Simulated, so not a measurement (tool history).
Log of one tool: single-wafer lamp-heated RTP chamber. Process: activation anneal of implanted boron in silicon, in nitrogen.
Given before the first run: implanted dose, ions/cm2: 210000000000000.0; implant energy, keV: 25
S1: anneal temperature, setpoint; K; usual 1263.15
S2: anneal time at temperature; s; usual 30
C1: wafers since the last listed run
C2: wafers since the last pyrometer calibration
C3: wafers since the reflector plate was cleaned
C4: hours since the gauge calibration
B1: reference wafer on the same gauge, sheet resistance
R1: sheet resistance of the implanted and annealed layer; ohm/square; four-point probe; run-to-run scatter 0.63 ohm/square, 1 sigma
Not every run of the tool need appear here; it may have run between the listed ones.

| run | hour | S1 | S2 | C1 | C2 | C3 | C4 | B1 | R1 |
|---|---|---|---|---|---|---|---|---|---|
| 1 | 0.0 | 1245.15 | 43 | 0 | 6557 | 4300 | 53.3 | 454.96 | 428.55 |
| 2 | 7.5 | 1245.15 | 43 | 72 | 6629 | 4372 | 60.8 | 455.15 | 428.49 |
| 3 | 17.1 | 1245.15 | 43 | 92 | 6721 | 4464 | 70.4 | 454.97 | 429.76 |
| 4 | 27.7 | 1263.15 | 30 | 101 | 6823 | 4566 | 81.0 | 454.99 | 418.89 |
| 5 | 35.4 | 1263.15 | 30 | 74 | 6897 | 4640 | 88.7 | 454.90 | 418.86 |
| 6 | 45.4 | 1263.15 | 30 | 96 | 6993 | 4736 | 98.7 | 455.12 | 419.30 |
| 7 | 55.8 | 1275.15 | 30 | 99 | 7093 | 4836 | 109.1 | 455.11 | 415.10 |
| 8 | 69.0 | 1275.15 | 30 | 126 | 7220 | 4963 | 122.3 | 454.94 | 415.93 |
| 9 | 79.2 | 1275.15 | 30 | 98 | 7318 | 5061 | 132.5 | 454.85 | 414.74 |
| 10 | 91.7 | 1263.15 | 39 | 120 | 7439 | 5181 | 145.0 | 455.10 | 417.09 |
|  | 100.7 | gauge calibrated |
|  | 105.9 | reflector plate cleaned |
| 11 | 106.4 | 1272.15 | 44 | 64 | 7503 | 4 | 5.7 | 454.91 | 414.42 |
| 12 | 112.3 | 1263.15 | 30 | 56 | 7560 | 61 | 11.6 | 455.11 | 419.34 |
| 13 | 123.3 | 1284.15 | 30 | 105 | 7665 | 167 | 22.6 | 455.11 | 414.90 |
|  | 138.3 | pyrometer window cleaned and pyrometer calibrated |
| 14 | 138.8 | 1263.15 | 30 | 72 | 4 | 239 | 38.1 | 454.97 | 418.93 |
| 15 | 149.8 | 1263.15 | 30 | 105 | 110 | 345 | 49.1 | 455.28 | 419.30 |

The next listed run, before its measurement:
| 16 | 157.5 | 1235.15 | 45 | 74 | 184 | 419 | 56.8 | ? | ? |

{"run 16": {"B1": 454.95, "R1": 440.52}}
Were there no unlogged condition in the tool, this run, its random variation unchanged, would have produced R1 440.52 ohm/square.
